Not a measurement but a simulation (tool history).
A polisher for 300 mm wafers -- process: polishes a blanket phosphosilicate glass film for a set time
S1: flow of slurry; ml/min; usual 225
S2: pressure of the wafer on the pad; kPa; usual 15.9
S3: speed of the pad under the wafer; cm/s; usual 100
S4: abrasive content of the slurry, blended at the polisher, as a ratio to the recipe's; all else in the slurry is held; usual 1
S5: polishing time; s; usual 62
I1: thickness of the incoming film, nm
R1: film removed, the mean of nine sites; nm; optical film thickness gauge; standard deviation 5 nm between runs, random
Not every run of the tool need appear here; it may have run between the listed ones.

Run 1, hour 0: usual settings; I1 3764. Result: R1 353.8 nm.
At hour 65.8: worn pad replaced by a new one.
Run 2, hour 87.6: usual settings but S1 185 ml/min, S5 76 s; I1 3707.5. Result: R1 428.3 nm.
Run 3, hour 153.3: usual settings; I1 3749.7. Result: R1 350.5 nm.
Run 4, hour 181.2: usual settings; I1 3659.7. Result: R1 346.4 nm.
Run 5, hour 243: usual settings; I1 3652.2. Result: R1 339.5 nm.
Run 6, hour 270.2: usual settings but S1 170 ml/min; I1 3703.8. Result: R1 331.1 nm.
At hour 284.7: head pressure recalibrated.
Run 7, hour 309.5: usual settings but S1 170 ml/min; I1 3731.7. Result: R1 324.8 nm.
At hour 353.9: slurry blender recalibrated.
Run 8, hour 360.8: usual settings; I1 3752.7. Result: R1 364.2 nm.
At hour 396.4: worn pad replaced by a new one.
Run 9, hour 399.2: usual settings but S4 1.1, S5 70 s; I1 3697.9. Result: R1 432.3 nm.
At hour 430.6: conditioning disc replaced and pad reconditioned.
At hour 435.6: slurry nozzle cleaned.
Run 10, hour 441.4: usual settings but S4 0.9; I1 3688.7. Result: R1 343.7 nm.
Run 11, hour 488.9: usual settings; I1 3688.5. Result: R1 368.5 nm.
Run 12, hour 518.3: usual settings but S2 18.6 kPa, S3 72 cm/s; I1 3690.6. Result: R1 308.5 nm.
Run 13, hour 574.2: usual settings but S2 11.7 kPa, S3 132 cm/s, S5 83 s; I1 3691.1. Result: R1 499.6 nm.
Run 14, hour 609.2: usual settings but S2 11 kPa; I1 3725.7. Result: R1 284.6 nm.
At hour 669.3: slurry blender recalibrated.
Run 15, hour 674.3: usual settings but S2 19.3 kPa, S4 0.85, S5 56 s; I1 3683.6. Result: R1 338.1 nm.
At hour 736.8: worn pad replaced by a new one.
Run 16, hour 737.3: usual settings; I1 3744.5. Result: R1 362.5 nm.
Run 17, hour 764.5: usual settings but S1 295 ml/min, S2 14.5 kPa, S4 1.15, S5 75 s; I1 3742.6. Result: R1 439.9 nm.
Run 18, hour 828.8: usual settings but S1 145 ml/min, S5 75 s; I1 3679. Result: R1 393.1 nm.
Run 19, hour 869.9: usual settings but S1 190 ml/min, S2 13.8 kPa, S3 132 cm/s, S5 78 s; I1 3735. Result: R1 481.8 nm.
At hour 904.4: conditioning disc replaced and pad reconditioned.
Run 20, hour 909.7: usual settings; I1 3673.5. Result: R1 348.2 nm.
At hour 914.4: slurry nozzle cleaned.
Run 21, hour 963.3: usual settings; I1 3697.8. Result: R1 345.2 nm.
At hour 975: slurry blender recalibrated.
Run 22, hour 998.6: usual settings but S1 245 ml/min, S2 17.9 kPa; I1 3685.2. Result: R1 400.7 nm.
Run 23, hour 1033.8: usual settings; I1 3692. Result: R1 362.7 nm.
Run 24, hour 1059.4: usual settings but S4 1.25; I1 3729.7. Result: R1 403.1 nm.
At hour 1064.8: head pressure recalibrated.
Run 25, hour 1115: usual settings but S1 165 ml/min, S3 124 cm/s, S4 0.8, S5 54 s; I1 3693.3. Result: R1 309.4 nm.
At hour 1136.8: worn pad replaced by a new one.
Run 26, hour 1178.4: usual settings but S3 110 cm/s, S4 1.1; I1 3718.4. Result: R1 398.9 nm.

Branching from run 26: 3 alternative next runs. What would each branch give?
Run A, hour 1178.8: usual settings but S5 80 s; I1 3727.5. Result: R1 ?.
Run B, hour 1178.8: usual settings but S1 300 ml/min, S2 20.7 kPa, S4 1.25, S5 69 s; I1 3727.5. Result: R1 ?.
Run C, hour 1178.8: usual settings but S1 300 ml/min, S2 12.4 kPa, S4 1.15; I1 3727.5. Result: R1 ?.

run     R1
  A  455.2
  B  550.1
  C  335.2
The same runs, with their run-to-run variation unchanged, on a tool lacking any hidden condition would have given:
run     R1
  A  466.5
  B  561.7
  C  342.7
